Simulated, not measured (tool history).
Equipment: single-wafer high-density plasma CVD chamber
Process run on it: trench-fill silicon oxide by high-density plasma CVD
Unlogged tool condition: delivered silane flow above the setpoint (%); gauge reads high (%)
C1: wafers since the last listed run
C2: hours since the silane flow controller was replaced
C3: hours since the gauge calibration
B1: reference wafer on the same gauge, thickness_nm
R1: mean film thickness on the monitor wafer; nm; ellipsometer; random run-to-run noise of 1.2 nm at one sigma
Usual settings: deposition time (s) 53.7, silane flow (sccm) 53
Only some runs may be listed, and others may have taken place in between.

{"run": 1, "hour": 0.0, "deposition time (s)": 53.7, "silane flow (sccm)": 50, "C1": 0, "C2": 2659.7, "C3": 123.9, "B1": 317.22, "R1": 310.251}
{"run": 2, "hour": 42.3, "deposition time (s)": 53.7, "silane flow (sccm)": 53, "C1": 759, "C2": 2702.0, "C3": 166.2, "B1": 316.994, "R1": 328.535}
{"run": 3, "hour": 80.1, "deposition time (s)": 53.7, "silane flow (sccm)": 53, "C1": 678, "C2": 2739.8, "C3": 204.0, "B1": 316.635, "R1": 329.529}
{"run": 4, "hour": 144.9, "deposition time (s)": 62.1, "silane flow (sccm)": 48, "C1": 1163, "C2": 2804.6, "C3": 268.8, "B1": 317.025, "R1": 344.499}
{"run": 5, "hour": 201.1, "deposition time (s)": 62.1, "silane flow (sccm)": 48, "C1": 1009, "C2": 2860.8, "C3": 325.0, "B1": 316.757, "R1": 344.246}
{"run": 6, "hour": 227.6, "deposition time (s)": 53.7, "silane flow (sccm)": 53, "C1": 475, "C2": 2887.3, "C3": 351.5, "B1": 316.412, "R1": 330.461}
{"run": 7, "hour": 266.6, "deposition time (s)": 53.7, "silane flow (sccm)": 53, "C1": 700, "C2": 2926.3, "C3": 390.5, "B1": 316.827, "R1": 329.948}
{"run": 8, "hour": 319.7, "deposition time (s)": 53.7, "silane flow (sccm)": 53, "C1": 953, "C2": 2979.4, "C3": 443.6, "B1": 317.227, "R1": 329.389}
{"run": 9, "hour": 359.2, "deposition time (s)": 53.7, "silane flow (sccm)": 53, "C1": 709, "C2": 3018.9, "C3": 483.1, "B1": 317.09, "R1": 329.789}
{"run": 10, "hour": 392.0, "deposition time (s)": 53.7, "silane flow (sccm)": 53, "C1": 588, "C2": 3051.7, "C3": 515.9, "B1": 316.865, "R1": 333.164}
{"run": 11, "hour": 446.9, "deposition time (s)": 63.9, "silane flow (sccm)": 47, "C1": 985, "C2": 3106.6, "C3": 570.8, "B1": 317.055, "R1": 349.311}
{"run": 12, "hour": 518.0, "deposition time (s)": 53.7, "silane flow (sccm)": 53, "C1": 1276, "C2": 3177.7, "C3": 641.9, "B1": 316.412, "R1": 331.056}
{"run": 13, "hour": 580.8, "deposition time (s)": 53.7, "silane flow (sccm)": 53, "C1": 1127, "C2": 3240.5, "C3": 704.7, "B1": 317.051, "R1": 330.037}
{"hour": 635.7, "done": "silane flow controller replaced"}
{"run": 14, "hour": 640.1, "deposition time (s)": 64.1, "silane flow (sccm)": 47, "C1": 921, "C2": 4.4, "C3": 764.0, "B1": 316.745, "R1": 325.756}
{"run": 15, "hour": 671.0, "deposition time (s)": 53.7, "silane flow (sccm)": 53, "C1": 554, "C2": 35.3, "C3": 794.9, "B1": 316.862, "R1": 309.94}
{"run": 16, "hour": 727.4, "deposition time (s)": 53.7, "silane flow (sccm)": 43, "C1": 1012, "C2": 91.7, "C3": 851.3, "B1": 316.951, "R1": 251.856}
{"hour": 735.7, "done": "gauge calibrated"}
{"run": 17, "hour": 795.2, "deposition time (s)": 48.4, "silane flow (sccm)": 43, "C1": 1217, "C2": 159.5, "C3": 59.5, "B1": 316.834, "R1": 226.596}
{"run": 18, "hour": 847.9, "deposition time (s)": 53.7, "silane flow (sccm)": 59, "C1": 946, "C2": 212.2, "C3": 112.2, "B1": 317.026, "R1": 343.229}
{"run": 19, "hour": 898.8, "deposition time (s)": 53.7, "silane flow (sccm)": 53, "C1": 913, "C2": 263.1, "C3": 163.1, "B1": 316.803, "R1": 311.064}
{"run": 20, "hour": 966.9, "deposition time (s)": 49.4, "silane flow (sccm)": 53, "C1": 1222, "C2": 331.2, "C3": 231.2, "B1": 317.005, "R1": 284.552}

Each row is a separate what-if for the run after 20, all from the same tool condition, not one after another. Results?
{"run": "A", "hour": 967.3, "deposition time (s)": 53.7, "silane flow (sccm)": 53, "C1": 7, "C2": 331.6, "C3": 231.6, "B1": "?", "R1": "?"}
{"run": "B", "hour": 967.3, "deposition time (s)": 61.1, "silane flow (sccm)": 50, "C1": 7, "C2": 331.6, "C3": 231.6, "B1": "?", "R1": "?"}
{"run": "C", "hour": 967.3, "deposition time (s)": 64.3, "silane flow (sccm)": 44, "C1": 7, "C2": 331.6, "C3": 231.6, "B1": "?", "R1": "?"}
{"run": "D", "hour": 967.3, "deposition time (s)": 44.8, "silane flow (sccm)": 53, "C1": 7, "C2": 331.6, "C3": 231.6, "B1": "?", "R1": "?"}

run=A B1=316.931 R1=309.761
run=B B1=316.931 R1=332.497
run=C B1=316.931 R1=307.922
run=D B1=316.931 R1=258.423
The same runs, with their run-to-run variation unchanged, on a tool lacking any hidden condition would have given:
run=A R1=309.980
run=B R1=332.732
run=C R1=308.139
run=D R1=258.605

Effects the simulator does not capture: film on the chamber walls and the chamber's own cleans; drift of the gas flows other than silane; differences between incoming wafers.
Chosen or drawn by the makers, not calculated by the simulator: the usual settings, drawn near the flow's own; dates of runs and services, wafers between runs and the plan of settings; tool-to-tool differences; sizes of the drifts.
